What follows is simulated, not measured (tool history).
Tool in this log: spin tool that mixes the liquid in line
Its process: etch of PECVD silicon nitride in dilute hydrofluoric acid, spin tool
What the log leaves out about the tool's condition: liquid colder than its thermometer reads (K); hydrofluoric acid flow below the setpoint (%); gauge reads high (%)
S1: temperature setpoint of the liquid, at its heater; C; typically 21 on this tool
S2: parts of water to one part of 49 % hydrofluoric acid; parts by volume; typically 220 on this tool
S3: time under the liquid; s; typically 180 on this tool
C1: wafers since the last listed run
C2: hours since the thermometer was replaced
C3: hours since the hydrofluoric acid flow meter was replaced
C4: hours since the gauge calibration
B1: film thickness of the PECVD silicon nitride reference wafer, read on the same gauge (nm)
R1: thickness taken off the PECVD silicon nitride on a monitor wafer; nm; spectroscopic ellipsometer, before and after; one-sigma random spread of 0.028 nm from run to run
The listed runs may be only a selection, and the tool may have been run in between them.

{"run": 1, "day": 0.0, "S1": 17, "S2": 220, "S3": 180, "C1": 0, "C2": 2200.4, "C3": 112.3, "C4": 216.7, "B1": 139.999, "R1": 1.582}
{"run": 2, "day": 1.925, "S1": 17, "S2": 220, "S3": 180, "C1": 324, "C2": 2246.6, "C3": 158.5, "C4": 262.9, "B1": 140.063, "R1": 1.587}
{"run": 3, "day": 4.171, "S1": 17, "S2": 220, "S3": 180, "C1": 379, "C2": 2300.5, "C3": 212.4, "C4": 316.8, "B1": 140, "R1": 1.583}
{"run": 4, "day": 5.871, "S1": 21, "S2": 220, "S3": 180, "C1": 286, "C2": 2341.3, "C3": 253.2, "C4": 357.6, "B1": 139.992, "R1": 2.015}
{"run": 5, "day": 7.567, "S1": 21, "S2": 220, "S3": 180, "C1": 286, "C2": 2382, "C3": 293.9, "C4": 398.3, "B1": 140.072, "R1": 1.993}
{"run": 6, "day": 8.775, "S1": 21, "S2": 220, "S3": 180, "C1": 203, "C2": 2411, "C3": 322.9, "C4": 427.3, "B1": 139.984, "R1": 2.082}
{"run": 7, "day": 11.517, "S1": 21, "S2": 220, "S3": 180, "C1": 462, "C2": 2476.8, "C3": 388.7, "C4": 493.1, "B1": 140.034, "R1": 2.089}
{"day": 12.088, "done": "gauge calibrated"}
{"run": 8, "day": 13.546, "S1": 18.5, "S2": 220, "S3": 275, "C1": 342, "C2": 2525.5, "C3": 437.4, "C4": 35, "B1": 139.982, "R1": 2.676}
{"day": 15.208, "done": "thermometer replaced"}
{"run": 9, "day": 16.396, "S1": 25, "S2": 150, "S3": 240, "C1": 474, "C2": 28.5, "C3": 505.8, "C4": 103.4, "B1": 140.012, "R1": 5.093}
{"run": 10, "day": 19.221, "S1": 18, "S2": 285, "S3": 225, "C1": 476, "C2": 96.3, "C3": 573.6, "C4": 171.2, "B1": 140.029, "R1": 1.627}
{"day": 21.342, "done": "hydrofluoric acid flow meter replaced"}
{"run": 11, "day": 22.075, "S1": 21, "S2": 280, "S3": 290, "C1": 474, "C2": 164.8, "C3": 17.6, "C4": 239.7, "B1": 140.01, "R1": 2.634}
{"run": 12, "day": 23.479, "S1": 21, "S2": 220, "S3": 180, "C1": 237, "C2": 198.5, "C3": 51.3, "C4": 273.4, "B1": 140.01, "R1": 2.056}
{"run": 13, "day": 24.538, "S1": 17, "S2": 295, "S3": 110, "C1": 178, "C2": 223.9, "C3": 76.7, "C4": 298.8, "B1": 140.005, "R1": 0.722}
{"run": 14, "day": 27.221, "S1": 19, "S2": 320, "S3": 215, "C1": 453, "C2": 288.3, "C3": 141.1, "C4": 363.2, "B1": 139.994, "R1": 1.505}

Take each entry between the runs: how does the hidden state at the last listed run before it differ from the hidden state at the first listed run after it?
After run 7, before run 8: gauge calibrated (day 12.088)
  no hidden state differs between the two runs
After run 8, before run 9: thermometer replaced (day 15.208)
  no hidden state differs between the two runs
After run 10, before run 11: hydrofluoric acid flow meter replaced (day 21.342)
  no hidden state differs between the two runs
